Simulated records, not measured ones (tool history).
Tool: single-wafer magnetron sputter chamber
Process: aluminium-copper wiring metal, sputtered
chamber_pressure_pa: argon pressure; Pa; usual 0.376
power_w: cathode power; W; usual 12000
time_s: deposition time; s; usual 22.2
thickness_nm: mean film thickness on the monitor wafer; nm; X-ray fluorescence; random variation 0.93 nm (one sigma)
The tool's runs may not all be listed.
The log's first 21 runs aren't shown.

| run | hour | chamber_pressure_pa | power_w | time_s | wafers since the last listed run | wafers on the sputter target | hours since the last manometer calibration | hours since the magnet pack was replaced | hours since the gauge calibration | read-back reference wafer on the same gauge, thickness_nm | thickness_nm |
|---|---|---|---|---|---|---|---|---|---|---|---|
| 22 | 600.3 | 0.428 | 12000 | 23.8 | 609 | 2758 | 132.8 | 164.1 | 304.4 | 465.008 | 483.502 |
| 23 | 634.7 | 0.376 | 13600 | 22.2 | 607 | 3366 | 167.2 | 198.5 | 338.8 | 465.063 | 496.334 |
| 24 | 647.6 | 0.376 | 12000 | 23.9 | 227 | 3594 | 180.1 | 211.4 | 351.7 | 464.812 | 491.175 |
| 25 | 665 | 0.517 | 13850 | 22.2 | 307 | 3901 | 197.5 | 228.8 | 369.1 | 464.979 | 482.624 |
| 26 | 686 | 0.376 | 9550 | 19.4 | 371 | 4272 | 218.5 | 249.8 | 390.1 | 465.31 | 343.105 |
| 27 | 713.6 | 0.326 | 12000 | 22.2 | 487 | 4760 | 246.1 | 277.4 | 417.7 | 464.923 | 459.538 |
|  | 727.1 | sputter target and shields replaced |
| 28 | 727.6 | 0.376 | 12000 | 23.8 | 106 | 8 | 260.1 | 291.4 | 431.7 | 464.794 | 493.907 |
| 29 | 739 | 0.376 | 11100 | 22.2 | 201 | 209 | 271.5 | 302.8 | 443.1 | 465.22 | 438.15 |
| 30 | 751.4 | 0.376 | 12000 | 22.2 | 219 | 428 | 283.9 | 315.2 | 455.5 | 465.104 | 461.695 |
| 31 | 773.1 | 0.376 | 12000 | 22.2 | 383 | 812 | 305.6 | 336.9 | 477.2 | 465.213 | 458.736 |

Forecast each of these 4 alternatives for the next run:
| A | 773.5 | 0.376 | 12000 | 22.2 | 7 | 819 | 306 | 337.3 | 477.6 | ? | ? |
| B | 773.5 | 0.376 | 12000 | 23.4 | 7 | 819 | 306 | 337.3 | 477.6 | ? | ? |
| C | 773.5 | 0.376 | 10450 | 22.2 | 7 | 819 | 306 | 337.3 | 477.6 | ? | ? |
| D | 773.5 | 0.245 | 10100 | 22.2 | 7 | 819 | 306 | 337.3 | 477.6 | ? | ? |

| run | read-back reference wafer on the same gauge, thickness_nm | thickness_nm |
|---|---|---|
| A | 465.236 | 460.845 |
| B | 465.236 | 485.755 |
| C | 465.236 | 420.508 |
| D | 465.236 | 428.571 |
Without the tool's hidden state the same runs would have given:
| run | thickness_nm |
|---|---|
| A | 461.633 |
| B | 486.586 |
| C | 421.227 |
| D | 429.303 |
